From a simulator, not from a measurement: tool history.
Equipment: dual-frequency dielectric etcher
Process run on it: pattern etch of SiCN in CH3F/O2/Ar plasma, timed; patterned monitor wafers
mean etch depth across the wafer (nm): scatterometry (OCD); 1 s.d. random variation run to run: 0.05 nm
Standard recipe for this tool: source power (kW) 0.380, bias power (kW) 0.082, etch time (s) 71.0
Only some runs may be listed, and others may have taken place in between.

run     day  source power (kW)  bias power (kW)  etch time (s)  read-back reference wafer on the same gauge, depth_nm  mean etch depth across the wafer (nm)
  1   0.000              0.380            0.082           71.0                                                  30.90                                  32.18
  2   1.104              0.380            0.082           71.0                                                  30.90                                  32.16
  3   1.833              0.380            0.082           71.0                                                  30.90                                  32.13
  4   3.121              0.380            0.082           71.0                                                  30.90                                  32.19
  5   4.362              0.380            0.082           71.0                                                  30.90                                  32.18
  6   4.888              0.380            0.082           71.0                                                  30.88                                  32.12
  7   5.954              0.380            0.082           71.0                                                  30.91                                  32.14
  8  10.412              0.380            0.082           71.0                                                  30.89                                  32.33
  9  11.558              0.380            0.082           71.0                                                  30.90                                  32.25
 10  12.192              0.380            0.072           58.0                                                  30.89                                  24.99
 11  12.871              0.440            0.065           58.5                                                  30.89                                  25.31
 12  15.246              0.380            0.087           71.0                                                  30.89                                  33.14
 13  16.696              0.380            0.082           71.0                                                  30.92                                  32.22
 14  17.321              0.290            0.096           63.0                                                  30.90                                  28.25
 15  21.450              0.310            0.098           82.5                                                  30.87                                  38.79
 16  21.908              0.380            0.082           82.0                                                  30.88                                  37.94
 17  23.242              0.470            0.082           71.0                                                  30.89                                  35.13
 18  24.512              0.380            0.089           71.0                                                  30.90                                  33.85
 19  25.721              0.310            0.098           82.5                                                  30.92                                  38.96
 20  26.171              0.410            0.087           58.0                                                  30.90                                  28.32
 21  26.917              0.380            0.082           71.0                                                  30.88                                  32.95
 22  27.521              0.440            0.072           54.0                                                  30.92                                  24.86
 23  28.671              0.380            0.100           62.5                                                  30.91                                  31.55
 24  29.496              0.280            0.082           71.0                                                  30.89                                  30.11
 25  31.112              0.380            0.069           71.0                                                  30.90                                  30.63
 26  31.954              0.380            0.082           71.0                                                  30.91                                  32.83
 27  33.429              0.380            0.066           60.5                                                  30.90                                  25.55
 28  34.104              0.380            0.089           71.0                                                  30.89                                  33.96
 29  35.517              0.300            0.092           87.5                                                  30.87                                  39.50

The log once held 7 entries between its listed runs, left out of this copy. Where does each go, and what is different about the tool's unlogged condition between the listed run before it and the listed run after it?
Between runs 6 and 7: gauge calibrated (day 5.479)
  etch rate over this chamber's usual, %: -0.708 -> -0.762; bias power that arrives over what is set, %: -4.98 -> -4.99
  the result without the hidden state subtracted from the measured one, mean etch depth across the wafer (nm): -0.93 -> -0.95
Between runs 7 and 8: source power generator calibrated (day 6.558); wet clean of the chamber (day 7.879)
  etch rate over this chamber's usual, %: -0.762 -> 0.0389; bias power that arrives over what is set, %: -4.99 -> -5.01
  the result without the hidden state subtracted from the measured one, mean etch depth across the wafer (nm): -0.95 -> -0.69
Between runs 14 and 15: bias power generator calibrated (day 17.662); upper electrode replaced (day 21.429)
  etch rate over this chamber's usual, %: -0.308 -> -0.516; bias power that arrives over what is set, %: -5.04 -> 0.0344
  the result without the hidden state subtracted from the measured one, mean etch depth across the wafer (nm): -0.74 -> -0.20
Between runs 18 and 19: wet clean of the chamber (day 25.700)
  etch rate over this chamber's usual, %: -0.67 -> 0.0793; bias power that arrives over what is set, %: -0.221 -> -0.318
  the result without the hidden state subtracted from the measured one, mean etch depth across the wafer (nm): -0.26 -> -0.03
Between runs 23 and 24: gauge calibrated (day 28.754)
  etch rate over this chamber's usual, %: -0.069 -> -0.11; bias power that arrives over what is set, %: -0.547 -> -0.609
  the result without the hidden state subtracted from the measured one, mean etch depth across the wafer (nm): -0.10 -> -0.11

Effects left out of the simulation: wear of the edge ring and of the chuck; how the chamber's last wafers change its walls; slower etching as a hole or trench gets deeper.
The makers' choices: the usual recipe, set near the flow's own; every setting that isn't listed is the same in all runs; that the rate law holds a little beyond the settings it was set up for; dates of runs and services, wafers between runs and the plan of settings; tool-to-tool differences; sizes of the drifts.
